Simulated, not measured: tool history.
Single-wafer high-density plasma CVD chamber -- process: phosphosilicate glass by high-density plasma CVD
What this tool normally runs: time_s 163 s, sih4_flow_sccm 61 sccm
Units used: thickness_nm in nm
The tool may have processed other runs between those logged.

run,hour,time_s,sih4_flow_sccm,wafers since the last listed run,hours since the silane flow controller was replaced,hours since the gauge calibration,"read-back reference wafer on the same gauge, thickness_nm",thickness_nm
1,0,163,61,0,1366.6,245.2,889.613,1067.97
2,11.6,163,61,145,1378.2,256.8,890.333,1069.197
3,24.3,184,61,159,1390.9,269.5,890.251,1202.066
4,40.3,184,61,200,1406.9,285.5,889.804,1204.584
5,46.6,184,61,78,1413.2,291.8,890.072,1203.79
6,64.2,176,61,220,1430.8,309.4,889.83,1152.304
7,109.6,187,61,569,1476.2,354.8,889.432,1220.363
8,126.9,187,61,216,1493.5,372.1,889.989,1224.648
9,141.4,187,61,181,1508,386.6,890.039,1224.259
10,153.3,163,61,149,1519.9,398.5,889.599,1068.464
11,165.5,163,61,152,1532.1,410.7,889.787,1068.559
12,178.3,163,61,160,1544.9,423.5,890.182,1068.427
13,190.6,163,61,154,1557.2,435.8,890.02,1067.468
14,205.2,163,61,182,1571.8,450.4,890.382,1070.586
15,238.3,163,61,414,1604.9,483.5,889.972,1069.085
# hour 257.2: silane flow controller replaced
16,257.7,140,70,142,0.5,502.9,890.153,997.326
17,269.4,138,61,146,12.2,514.6,890.123,905.802
18,276.4,163,61,87,19.2,521.6,889.788,1072.364
# hour 285.5: gauge calibrated
19,286.3,154,73,124,29.1,0.8,889.748,1132.262
20,297.1,184,61,135,39.9,11.6,889.998,1209.31
21,311.8,163,58,184,54.6,26.3,890.589,1038.217
22,323,187,61,140,65.8,37.5,889.503,1230.811
23,363.8,134,54,511,106.6,78.3,889.814,820.913
24,389.2,163,61,318,132,103.7,890.059,1073.982
25,395.3,189,61,76,138.1,109.8,889.895,1240.13
26,438.3,153,49,538,181.1,152.8,890.17,881.193
27,451.4,192,68,164,194.2,165.9,890.079,1344.779

Predict each of these 3 candidate next runs independently; none follows another, all start after run 27:
A,451.8,163,61,5,194.6,166.3,?,?
B,451.8,134,69,5,194.6,166.3,?,?
C,451.8,138,54,5,194.6,166.3,?,?

run,"read-back reference wafer on the same gauge, thickness_nm",thickness_nm
A,889.464,1071.2
B,889.464,951.534
C,889.464,843.002
With no hidden state in the tool, these same runs would have given:
run,thickness_nm
A,1071.2
B,951.534
C,843.002

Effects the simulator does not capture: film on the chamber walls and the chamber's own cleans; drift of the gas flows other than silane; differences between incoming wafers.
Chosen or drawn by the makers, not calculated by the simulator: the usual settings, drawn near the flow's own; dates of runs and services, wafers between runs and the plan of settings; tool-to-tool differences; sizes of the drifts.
